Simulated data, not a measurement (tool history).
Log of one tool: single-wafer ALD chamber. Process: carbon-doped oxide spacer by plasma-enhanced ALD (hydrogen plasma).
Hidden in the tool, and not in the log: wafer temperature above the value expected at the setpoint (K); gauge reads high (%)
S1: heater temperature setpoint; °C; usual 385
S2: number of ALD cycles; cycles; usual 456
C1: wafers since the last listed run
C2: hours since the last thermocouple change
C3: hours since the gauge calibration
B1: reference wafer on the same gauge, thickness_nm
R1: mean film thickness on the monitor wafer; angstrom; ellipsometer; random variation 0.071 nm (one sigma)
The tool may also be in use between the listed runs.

Run 1, hour 0: usual settings but S1 390 °C; C1 0; C2 889.7; C3 170.6; B1 24.982. Result: R1 250.1 angstrom.
Run 2, hour 28.6: usual settings; C1 32; C2 918.3; C3 199.2; B1 24.998. Result: R1 251.32 angstrom.
Run 3, hour 78.6: usual settings but S1 392 °C; C1 57; C2 968.3; C3 249.2; B1 25.017. Result: R1 248.99 angstrom.
Run 4, hour 149.9: usual settings but S1 392 °C; C1 82; C2 1039.6; C3 320.5; B1 24.99. Result: R1 250.98 angstrom.
Run 5, hour 192.2: usual settings but S2 411 cycles; C1 48; C2 1081.9; C3 362.8; B1 25.001. Result: R1 225.31 angstrom.
Run 6, hour 237.1: usual settings but S2 411 cycles; C1 51; C2 1126.8; C3 407.7; B1 25.006. Result: R1 224.96 angstrom.
Run 7, hour 273: usual settings but S1 393 °C, S2 477 cycles; C1 41; C2 1162.7; C3 443.6; B1 25. Result: R1 260.35 angstrom.
Run 8, hour 330.4: usual settings; C1 66; C2 1220.1; C3 501; B1 25.003. Result: R1 249.33 angstrom.
Run 9, hour 401.5: usual settings; C1 81; C2 1291.2; C3 572.1; B1 25.003. Result: R1 250.58 angstrom.
Run 10, hour 434.3: usual settings but S1 392 °C, S2 387 cycles; C1 37; C2 1324; C3 604.9; B1 24.997. Result: R1 212.52 angstrom.
Run 11, hour 467.9: usual settings but S1 392 °C, S2 387 cycles; C1 38; C2 1357.6; C3 638.5; B1 24.991. Result: R1 213.47 angstrom.
Run 12, hour 494.4: usual settings but S1 392 °C, S2 387 cycles; C1 30; C2 1384.1; C3 665; B1 25.013. Result: R1 211.9 angstrom.
Run 13, hour 547.6: usual settings; C1 61; C2 1437.3; C3 718.2; B1 25.002. Result: R1 250.13 angstrom.
Run 14, hour 600.3: usual settings; C1 60; C2 1490; C3 770.9; B1 24.996. Result: R1 251.1 angstrom.
Run 15, hour 642.9: usual settings; C1 49; C2 1532.6; C3 813.5; B1 25. Result: R1 251.68 angstrom.
Run 16, hour 706.8: usual settings; C1 73; C2 1596.5; C3 877.4; B1 24.999. Result: R1 250.04 angstrom.
Run 17, hour 774.8: usual settings; C1 78; C2 1664.5; C3 945.4; B1 25.018. Result: R1 251.16 angstrom.
Run 18, hour 843.9: usual settings; C1 79; C2 1733.6; C3 1014.5; B1 24.993. Result: R1 249.93 angstrom.
Run 19, hour 939: usual settings; C1 109; C2 1828.7; C3 1109.6; B1 25.001. Result: R1 250.34 angstrom.
Run 20, hour 972.8: usual settings; C1 38; C2 1862.5; C3 1143.4; B1 25.001. Result: R1 249.9 angstrom.
Run 21, hour 1015.8: usual settings but S2 506 cycles; C1 49; C2 1905.5; C3 1186.4; B1 25.006. Result: R1 278.31 angstrom.
Run 22, hour 1071.6: usual settings but S1 371 °C, S2 507 cycles; C1 64; C2 1961.3; C3 1242.2; B1 25.008. Result: R1 279.53 angstrom.
Run 23, hour 1127.9: usual settings but S1 374 °C, S2 396 cycles; C1 64; C2 2017.6; C3 1298.5; B1 25.004. Result: R1 216.48 angstrom.
Run 24, hour 1158.3: usual settings but S2 382 cycles; C1 35; C2 2048; C3 1328.9; B1 25.003. Result: R1 210.47 angstrom.
Run 25, hour 1216.8: usual settings but S1 377 °C, S2 484 cycles; C1 67; C2 2106.5; C3 1387.4; B1 25.007. Result: R1 266.11 angstrom.
Run 26, hour 1268.3: usual settings but S1 392 °C, S2 518 cycles; C1 59; C2 2158; C3 1438.9; B1 25.004. Result: R1 284.9 angstrom.
Run 27, hour 1320.7: usual settings but S1 390 °C, S2 376 cycles; C1 60; C2 2210.4; C3 1491.3; B1 25.005. Result: R1 206.14 angstrom.
Run 28, hour 1378.4: usual settings but S2 519 cycles; C1 66; C2 2268.1; C3 1549; B1 24.989. Result: R1 285.91 angstrom.
Run 29, hour 1421.6: usual settings but S1 377 °C; C1 49; C2 2311.3; C3 1592.2; B1 24.999. Result: R1 249.74 angstrom.
At hour 1471.2: thermocouple changed; heater temperature recalibrated.
At hour 1476.5: gauge calibrated.
Run 30, hour 1546.2: usual settings but S1 395 °C, S2 413 cycles; C1 134; C2 75; C3 69.7; B1 25.002. Result: R1 226.08 angstrom.
Run 31, hour 1604.1: usual settings; C1 66; C2 132.9; C3 127.6; B1 25.006. Result: R1 249.86 angstrom.
Run 32, hour 1642.4: usual settings but S2 500 cycles; C1 44; C2 171.2; C3 165.9; B1 25. Result: R1 276.59 angstrom.
Run 33, hour 1698.9: usual settings but S2 411 cycles; C1 65; C2 227.7; C3 222.4; B1 25. Result: R1 225.8 angstrom.
Run 34, hour 1762.6: usual settings but S1 371 °C, S2 524 cycles; C1 73; C2 291.4; C3 286.1; B1 25.008. Result: R1 287.53 angstrom.
Run 35, hour 1786.7: usual settings but S2 408 cycles; C1 27; C2 315.5; C3 310.2; B1 24.999. Result: R1 224.89 angstrom.
Run 36, hour 1813.9: usual settings but S1 390 °C; C1 31; C2 342.7; C3 337.4; B1 25.002. Result: R1 251.12 angstrom.
Run 37, hour 1847: usual settings; C1 38; C2 375.8; C3 370.5; B1 25.012. Result: R1 250.36 angstrom.
Run 38, hour 1910.7: usual settings but S1 392 °C, S2 427 cycles; C1 73; C2 439.5; C3 434.2; B1 25.005. Result: R1 234.4 angstrom.
Run 39, hour 1955.9: usual settings but S2 407 cycles; C1 52; C2 484.7; C3 479.4; B1 24.997. Result: R1 223.77 angstrom.
Run 40, hour 1989.2: usual settings but S1 393 °C; C1 38; C2 518; C3 512.7; B1 25.001. Result: R1 249.97 angstrom.
Run 41, hour 2032.1: usual settings but S1 393 °C, S2 496 cycles; C1 49; C2 560.9; C3 555.6; B1 24.992. Result: R1 272.2 angstrom.
Run 42, hour 2083: usual settings but S1 396 °C, S2 534 cycles; C1 58; C2 611.8; C3 606.5; B1 24.996. Result: R1 293 angstrom.

Forecast each of these 5 alternatives for the next run:
Run A, hour 2084.1: usual settings but S2 386 cycles; C1 1; C2 612.9; C3 607.6; B1 ?. Result: R1 ?.
Run B, hour 2084.1: usual settings but S1 400 °C, S2 399 cycles; C1 1; C2 612.9; C3 607.6; B1 ?. Result: R1 ?.
Run C, hour 2084.1: usual settings but S1 395 °C, S2 542 cycles; C1 1; C2 612.9; C3 607.6; B1 ?. Result: R1 ?.
Run D, hour 2084.1: usual settings but S1 381 °C, S2 535 cycles; C1 1; C2 612.9; C3 607.6; B1 ?. Result: R1 ?.
Run E, hour 2084.1: usual settings but S2 547 cycles; C1 1; C2 612.9; C3 607.6; B1 ?. Result: R1 ?.

run      B1      R1
  A  24.991  210.52
  B  24.991  217.61
  C  24.991   295.6
  D  24.991  291.78
  E  24.991  298.32
Without the tool's hidden state the same runs would have given:
run      R1
  A  210.52
  B  217.61
  C   295.6
  D  291.78
  E  298.32

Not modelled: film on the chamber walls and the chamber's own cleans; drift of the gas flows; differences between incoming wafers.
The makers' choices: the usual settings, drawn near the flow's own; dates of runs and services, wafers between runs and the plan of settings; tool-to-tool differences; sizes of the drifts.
